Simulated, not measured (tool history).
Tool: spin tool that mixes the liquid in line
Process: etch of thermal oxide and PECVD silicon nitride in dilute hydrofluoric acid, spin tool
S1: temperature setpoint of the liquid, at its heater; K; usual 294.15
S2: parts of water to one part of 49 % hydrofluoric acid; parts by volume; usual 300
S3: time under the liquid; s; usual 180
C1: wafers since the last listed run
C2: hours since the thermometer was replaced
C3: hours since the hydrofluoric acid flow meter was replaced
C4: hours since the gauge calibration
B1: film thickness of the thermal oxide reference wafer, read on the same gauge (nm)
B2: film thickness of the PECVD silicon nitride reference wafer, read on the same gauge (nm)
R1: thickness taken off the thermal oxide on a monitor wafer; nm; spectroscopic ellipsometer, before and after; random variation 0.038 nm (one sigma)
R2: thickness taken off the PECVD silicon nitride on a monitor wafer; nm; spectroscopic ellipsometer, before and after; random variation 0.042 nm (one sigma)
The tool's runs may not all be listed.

run   hour      S1   S2   S3   C1     C2     C3     C4      B1       B2     R1     R2
  1      0  294.15  300  110    0  490.7  815.6   54.2  39.995  140.016  1.843  1.077
  2     11  294.15  300  120   87  501.7  826.6   65.2   39.99  140.007  2.003  1.259
      21.3  -- thermometer replaced
  3   24.6  294.15  300  110  100    3.3  840.2   78.8  40.005  140.019  1.679  0.999
      27.2  -- hydrofluoric acid flow meter replaced
  4   40.8  292.65  300  180  121   19.5   13.6     95  40.036  140.008    2.3  1.259
  5     47  297.65  350   80   49   25.7   19.8  101.2  39.973   139.99  0.982  0.669
  6   62.9  296.65  255  180  126   41.6   35.7  117.1   40.01   140.01  3.298  1.882
  7   79.1  294.15  300  265  129   57.8   51.9  133.3  39.997  140.029  3.643  2.025
  8     91  294.15  300  180   94   69.7   63.8  145.2      40  140.008  2.442  1.397
  9   98.5  294.15  300  110   59   77.2   71.3  152.7   39.99  139.971  1.456  0.884
 10  105.6  298.15  180   75   56   84.3   78.4  159.8  40.011  139.993  2.244  1.331
 11  113.8  294.15  300  180   65   92.5   86.6    168  39.991  140.002  2.505  1.456
 12  126.5  294.15  375  180  101  105.2   99.3  180.7  40.004  139.963  1.871  1.132
 13  153.3  298.15  180   75  213    132  126.1  207.5  39.983  139.993  2.375  1.322
 14  159.4  294.15  375  220   48  138.1  132.2  213.6  40.015  140.002  2.268  1.501
 15  167.4  294.15  345  180   63  146.1  140.2  221.6   40.01  140.004  2.113  1.271
 16  181.8  294.15  225  180  114  160.5  154.6    236  39.987  140.006  3.603  1.953
 17  193.4  294.15  300  180   92  172.1  166.2  247.6  39.969  140.022  2.518  1.522
 18  203.9  298.15  360  150   83  182.6  176.7  258.1   39.99  139.996  1.966  1.375
 19  220.1  294.15  300  180  129  198.8  192.9  274.3  40.011   139.99  2.572  1.538
 20  232.9  297.65  425  180  101  211.6  205.7  287.1  40.014  139.981  1.822   1.31
 21  253.4  294.15  155  265  163  232.1  226.2  307.6  39.963  139.955  8.552  4.356
 22  261.1  296.65  300  120   61  239.8  233.9  315.3  39.993  140.014  1.937  1.184
 23  272.2  291.65  390   85   88  250.9    245  326.4  40.004  139.999  0.809  0.498
 24  279.7  294.15  375   95   59  258.4  252.5  333.9  39.986  140.013  1.053  0.668
 25  291.7  294.15  300  180   95  270.4  264.5  345.9  39.997  140.007  2.597  1.587

Forecast each of these 5 alternatives for the next run:
  A  292.2  294.15  300  220   3  270.9  265  346.4   ?   ?   ?   ?
  B  292.2  291.65  235  180   3  270.9  265  346.4   ?   ?   ?   ?
  C  292.2  292.65  175  285   3  270.9  265  346.4   ?   ?   ?   ?
  D  292.2  296.65  380  145   3  270.9  265  346.4   ?   ?   ?   ?
  E  292.2  296.65  155  245   3  270.9  265  346.4   ?   ?   ?   ?

run     B1       B2     R1     R2
  A  40.03  139.978  3.205  1.912
  B  40.03  139.978   3.24  1.694
  C  40.03  139.978  7.582  3.815
  D  40.03  139.978   1.69  1.161
  E  40.03  139.978  8.765  4.791
Without the tool's hidden state the same runs would have given:
run     R1     R2
  A  2.869  1.666
  B  2.897  1.469
  C  6.783  3.305
  D  1.515  1.015
  E  7.854  4.159
